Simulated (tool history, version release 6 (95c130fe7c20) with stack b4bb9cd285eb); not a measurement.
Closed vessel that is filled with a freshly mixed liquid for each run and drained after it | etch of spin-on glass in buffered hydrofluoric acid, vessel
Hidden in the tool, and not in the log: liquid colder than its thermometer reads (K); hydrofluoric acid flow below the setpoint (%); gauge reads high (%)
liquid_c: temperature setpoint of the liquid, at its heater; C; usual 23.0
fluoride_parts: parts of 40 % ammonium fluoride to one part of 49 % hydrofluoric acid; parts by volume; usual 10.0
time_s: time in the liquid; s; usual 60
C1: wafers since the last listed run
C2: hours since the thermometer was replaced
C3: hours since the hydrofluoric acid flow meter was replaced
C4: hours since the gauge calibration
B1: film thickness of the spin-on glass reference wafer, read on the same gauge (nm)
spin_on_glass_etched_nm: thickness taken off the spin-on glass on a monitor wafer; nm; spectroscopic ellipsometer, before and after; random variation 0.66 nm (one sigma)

run 1 day=0.000 | liquid_c=23.0 fluoride_parts=10.0 time_s=60 | C1=0 C2=827.3 C3=1443.1 C4=651.1 | B1=80.01 | spin_on_glass_etched_nm=201.72
run 2 day=2.275 | liquid_c=23.0 fluoride_parts=10.0 time_s=60 | C1=6279 C2=881.9 C3=1497.7 C4=705.7 | B1=80.01 | spin_on_glass_etched_nm=201.48
run 3 day=5.067 | liquid_c=23.0 fluoride_parts=10.0 time_s=60 | C1=7706 C2=948.9 C3=1564.7 C4=772.7 | B1=80.01 | spin_on_glass_etched_nm=201.13
run 4 day=9.138 | liquid_c=23.0 fluoride_parts=10.0 time_s=60 | C1=11237 C2=1046.6 C3=1662.4 C4=870.4 | B1=79.99 | spin_on_glass_etched_nm=199.30
run 5 day=13.167 | liquid_c=21.0 fluoride_parts=10.0 time_s=60 | C1=11122 C2=1143.3 C3=1759.1 C4=967.1 | B1=79.99 | spin_on_glass_etched_nm=179.28
-- day=14.546 gauge calibrated
run 6 day=16.712 | liquid_c=21.0 fluoride_parts=10.0 time_s=60 | C1=9787 C2=1228.4 C3=1844.2 C4=52.0 | B1=79.99 | spin_on_glass_etched_nm=179.60
run 7 day=20.483 | liquid_c=23.0 fluoride_parts=10.0 time_s=60 | C1=10409 C2=1318.9 C3=1934.7 C4=142.5 | B1=80.00 | spin_on_glass_etched_nm=198.64
-- day=22.917 hydrofluoric acid flow meter replaced
run 8 day=24.971 | liquid_c=18.0 fluoride_parts=13.5 time_s=60 | C1=12272 C2=1426.6 C3=49.3 C4=250.2 | B1=80.00 | spin_on_glass_etched_nm=116.72
run 9 day=29.004 | liquid_c=26.0 fluoride_parts=7.0 time_s=40 | C1=11133 C2=1523.4 C3=146.1 C4=347.0 | B1=79.99 | spin_on_glass_etched_nm=225.45
run 10 day=31.200 | liquid_c=24.5 fluoride_parts=6.5 time_s=40 | C1=6061 C2=1576.1 C3=198.8 C4=399.7 | B1=80.02 | spin_on_glass_etched_nm=223.03
run 11 day=33.771 | liquid_c=23.0 fluoride_parts=10.0 time_s=60 | C1=7096 C2=1637.8 C3=260.5 C4=461.4 | B1=79.99 | spin_on_glass_etched_nm=204.87
-- day=34.088 thermometer replaced
run 12 day=35.838 | liquid_c=28.0 fluoride_parts=12.5 time_s=60 | C1=5589 C2=42.0 C3=310.1 C4=511.0 | B1=80.01 | spin_on_glass_etched_nm=216.58
run 13 day=38.708 | liquid_c=27.0 fluoride_parts=6.0 time_s=90 | C1=7924 C2=110.9 C3=379.0 C4=579.9 | B1=79.97 | spin_on_glass_etched_nm=614.12
run 14 day=42.783 | liquid_c=23.0 fluoride_parts=10.0 time_s=35 | C1=11248 C2=208.7 C3=476.8 C4=677.7 | B1=79.98 | spin_on_glass_etched_nm=120.06

The same runs without the tool's hidden state, with the same run-to-run variation:
run=1 spin_on_glass_etched_nm=207.04
run=2 spin_on_glass_etched_nm=206.98
run=3 spin_on_glass_etched_nm=206.88
run=4 spin_on_glass_etched_nm=205.37
run=5 spin_on_glass_etched_nm=185.06
run=6 spin_on_glass_etched_nm=185.68
run=7 spin_on_glass_etched_nm=205.69
run=8 spin_on_glass_etched_nm=116.99
run=9 spin_on_glass_etched_nm=226.46
run=10 spin_on_glass_etched_nm=224.01
run=11 spin_on_glass_etched_nm=206.10
run=12 spin_on_glass_etched_nm=218.09
run=13 spin_on_glass_etched_nm=618.53
run=14 spin_on_glass_etched_nm=121.25
